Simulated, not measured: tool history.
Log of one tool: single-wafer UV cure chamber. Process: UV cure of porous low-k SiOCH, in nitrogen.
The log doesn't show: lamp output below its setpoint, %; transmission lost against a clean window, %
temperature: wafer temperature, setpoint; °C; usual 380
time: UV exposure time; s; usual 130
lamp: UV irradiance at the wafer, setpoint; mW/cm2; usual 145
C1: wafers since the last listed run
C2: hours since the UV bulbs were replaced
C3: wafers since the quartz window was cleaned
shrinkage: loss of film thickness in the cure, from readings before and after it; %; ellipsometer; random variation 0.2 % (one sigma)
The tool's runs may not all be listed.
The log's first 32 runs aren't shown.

Run 33, day 66.079: usual settings but temperature 389 °C, time 100 s, lamp 175 mW/cm2; C1 402; C2 357.8; C3 1529. Result: shrinkage 10.676 %.
Run 34, day 68.308: usual settings but temperature 367 °C, time 185 s; C1 309; C2 411.3; C3 1838. Result: shrinkage 12.215 %.
Run 35, day 69.496: usual settings but temperature 394 °C, lamp 164 mW/cm2; C1 164; C2 439.8; C3 2003. Result: shrinkage 12.014 %.
Run 36, day 70.733: usual settings but temperature 397 °C, lamp 111 mW/cm2; C1 171; C2 469.5; C3 2174. Result: shrinkage 9.958 %.
Run 37, day 73.138: usual settings; C1 333; C2 527.2; C3 2508. Result: shrinkage 10.784 %.
Run 38, day 74.892: usual settings; C1 243; C2 569.3; C3 2751. Result: shrinkage 10.774 %.
At day 75.854: quartz window cleaned.
Run 39, day 77.425: usual settings but temperature 394 °C, time 200 s, lamp 181 mW/cm2; C1 305; C2 630.1; C3 217. Result: shrinkage 14.18 %.
Run 40, day 79.992: usual settings; C1 355; C2 691.7; C3 573. Result: shrinkage 10.641 %.
Run 41, day 87.104: usual settings but temperature 400 °C, lamp 156 mW/cm2; C1 986; C2 862.4; C3 1560. Result: shrinkage 11.143 %.
Run 42, day 88.433: usual settings but temperature 398 °C, time 95 s; C1 184; C2 894.3; C3 1744. Result: shrinkage 9.796 %.
Run 43, day 90.262: usual settings but temperature 385 °C, time 180 s, lamp 120 mW/cm2; C1 253; C2 938.2; C3 1998. Result: shrinkage 11.515 %.
At day 93.492: quartz window cleaned.
Run 44, day 93.512: usual settings but time 85 s; C1 404; C2 1016.2; C3 2. Result: shrinkage 8.622 %.
Run 45, day 94.196: usual settings but temperature 373 °C; C1 94; C2 1032.6; C3 97. Result: shrinkage 10.629 %.
Run 46, day 96.917: usual settings but temperature 388 °C, time 85 s; C1 377; C2 1097.9; C3 474. Result: shrinkage 8.934 %.
Run 47, day 98.362: usual settings; C1 200; C2 1132.6; C3 675. Result: shrinkage 10.501 %.
Run 48, day 101.083: usual settings but temperature 400 °C, lamp 156 mW/cm2; C1 377; C2 1197.9; C3 1052. Result: shrinkage 11.009 %.

Forecast each of these 4 alternatives for the next run:
Run A, day 101.104: usual settings but lamp 106 mW/cm2; C1 2; C2 1198.4; C3 1055. Result: shrinkage ?.
Run B, day 101.104: usual settings but temperature 373 °C, time 100 s; C1 2; C2 1198.4; C3 1055. Result: shrinkage ?.
Run C, day 101.104: usual settings but time 160 s, lamp 134 mW/cm2; C1 2; C2 1198.4; C3 1055. Result: shrinkage ?.
Run D, day 101.104: usual settings but temperature 371 °C, time 55 s, lamp 131 mW/cm2; C1 2; C2 1198.4; C3 1055. Result: shrinkage ?.

run  shrinkage
  A      9.149
  B      9.245
  C     11.109
  D      6.312
Without the tool's hidden state the same runs would have given:
run  shrinkage
  A     10.044
  B     10.141
  C     12.052
  D      7.128

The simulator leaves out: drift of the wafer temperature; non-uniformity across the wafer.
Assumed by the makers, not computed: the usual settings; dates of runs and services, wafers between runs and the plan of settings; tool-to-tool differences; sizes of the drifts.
